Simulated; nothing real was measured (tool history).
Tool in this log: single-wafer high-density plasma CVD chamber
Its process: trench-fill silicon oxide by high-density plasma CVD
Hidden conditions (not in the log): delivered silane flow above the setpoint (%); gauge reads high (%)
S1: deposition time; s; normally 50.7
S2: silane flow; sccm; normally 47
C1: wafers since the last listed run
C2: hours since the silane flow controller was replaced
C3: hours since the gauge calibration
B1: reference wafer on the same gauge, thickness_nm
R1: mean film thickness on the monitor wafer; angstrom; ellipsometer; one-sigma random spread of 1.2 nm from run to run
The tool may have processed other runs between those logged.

{"run": 1, "day": 0.0, "S1": 43.6, "S2": 47, "C1": 0, "C2": 2798.7, "C3": 865.6, "B1": 250.049, "R1": 2014.68}
{"run": 2, "day": 4.242, "S1": 43.6, "S2": 47, "C1": 1635, "C2": 2900.5, "C3": 967.4, "B1": 250.365, "R1": 2020.42}
{"run": 3, "day": 7.538, "S1": 43.6, "S2": 47, "C1": 1271, "C2": 2979.6, "C3": 1046.5, "B1": 250.193, "R1": 2012.3}
{"run": 4, "day": 11.138, "S1": 50.7, "S2": 47, "C1": 1388, "C2": 3066.0, "C3": 1132.9, "B1": 249.612, "R1": 2351.64}
{"run": 5, "day": 14.979, "S1": 50.7, "S2": 47, "C1": 1481, "C2": 3158.2, "C3": 1225.1, "B1": 249.959, "R1": 2319.73}
{"run": 6, "day": 18.488, "S1": 50.7, "S2": 47, "C1": 1353, "C2": 3242.4, "C3": 1309.3, "B1": 249.886, "R1": 2342.78}
{"run": 7, "day": 22.188, "S1": 50.7, "S2": 53, "C1": 1426, "C2": 3331.2, "C3": 1398.1, "B1": 250.121, "R1": 2639.99}
{"day": 24.904, "done": "gauge calibrated"}
{"run": 8, "day": 25.508, "S1": 57.4, "S2": 53, "C1": 1280, "C2": 3410.9, "C3": 14.5, "B1": 250.028, "R1": 3030.43}
{"run": 9, "day": 29.188, "S1": 55.9, "S2": 47, "C1": 1418, "C2": 3499.2, "C3": 102.8, "B1": 249.359, "R1": 2579.72}
{"run": 10, "day": 33.529, "S1": 50.7, "S2": 47, "C1": 1674, "C2": 3603.4, "C3": 207.0, "B1": 250.174, "R1": 2370.45}
{"run": 11, "day": 37.625, "S1": 50.7, "S2": 47, "C1": 1579, "C2": 3701.7, "C3": 305.3, "B1": 250.133, "R1": 2351.41}
{"run": 12, "day": 40.504, "S1": 50.7, "S2": 47, "C1": 1110, "C2": 3770.8, "C3": 374.4, "B1": 250.268, "R1": 2355.41}
{"run": 13, "day": 43.896, "S1": 50.7, "S2": 47, "C1": 1308, "C2": 3852.2, "C3": 455.8, "B1": 249.973, "R1": 2380.87}
{"run": 14, "day": 47.971, "S1": 50.7, "S2": 44, "C1": 1571, "C2": 3950.0, "C3": 553.6, "B1": 250.463, "R1": 2197.78}
{"run": 15, "day": 52.225, "S1": 47.4, "S2": 51, "C1": 1640, "C2": 4052.1, "C3": 655.7, "B1": 250.074, "R1": 2396.69}
{"day": 52.875, "done": "silane flow controller replaced"}
{"run": 16, "day": 56.146, "S1": 54.4, "S2": 40, "C1": 1383, "C2": 78.5, "C3": 749.8, "B1": 250.282, "R1": 2063.98}
{"run": 17, "day": 60.188, "S1": 59.8, "S2": 52, "C1": 1558, "C2": 175.5, "C3": 846.8, "B1": 249.688, "R1": 2976.84}
{"run": 18, "day": 64.092, "S1": 50.7, "S2": 47, "C1": 1505, "C2": 269.2, "C3": 940.5, "B1": 250.068, "R1": 2280.85}
{"run": 19, "day": 65.779, "S1": 40.7, "S2": 47, "C1": 650, "C2": 309.7, "C3": 981.0, "B1": 250.063, "R1": 1831.93}
{"run": 20, "day": 68.379, "S1": 50.7, "S2": 51, "C1": 1002, "C2": 372.1, "C3": 1043.4, "B1": 250.04, "R1": 2451.08}
{"run": 21, "day": 70.325, "S1": 46.1, "S2": 43, "C1": 750, "C2": 418.8, "C3": 1090.1, "B1": 249.73, "R1": 1873.97}
{"run": 22, "day": 74.112, "S1": 55.5, "S2": 41, "C1": 1460, "C2": 509.7, "C3": 1181.0, "B1": 250.128, "R1": 2163.8}
{"run": 23, "day": 76.996, "S1": 60.7, "S2": 42, "C1": 1112, "C2": 578.9, "C3": 1250.2, "B1": 249.965, "R1": 2438.85}
{"run": 24, "day": 79.854, "S1": 50.7, "S2": 47, "C1": 1102, "C2": 647.5, "C3": 1318.8, "B1": 250.091, "R1": 2293.57}
{"run": 25, "day": 82.038, "S1": 50.7, "S2": 55, "C1": 842, "C2": 699.9, "C3": 1371.2, "B1": 250.672, "R1": 2704.8}

What if the next run were any one of these 4? Each begins from the tool's condition after run 25:
{"run": "A", "day": 82.054, "S1": 50.7, "S2": 47, "C1": 6, "C2": 700.3, "C3": 1371.6, "B1": "?", "R1": "?"}
{"run": "B", "day": 82.054, "S1": 56.5, "S2": 47, "C1": 6, "C2": 700.3, "C3": 1371.6, "B1": "?", "R1": "?"}
{"run": "C", "day": 82.054, "S1": 54.9, "S2": 51, "C1": 6, "C2": 700.3, "C3": 1371.6, "B1": "?", "R1": "?"}
{"run": "D", "day": 82.054, "S1": 46.7, "S2": 42, "C1": 6, "C2": 700.3, "C3": 1371.6, "B1": "?", "R1": "?"}

run=A B1=250.298 R1=2311.84
run=B B1=250.298 R1=2576.31
run=C B1=250.298 R1=2716.41
run=D B1=250.298 R1=1902.91
What these runs would have given with no unlogged condition in the tool:
run=A R1=2249.87
run=B R1=2507.25
run=C R1=2643.59
run=D R1=1851.90
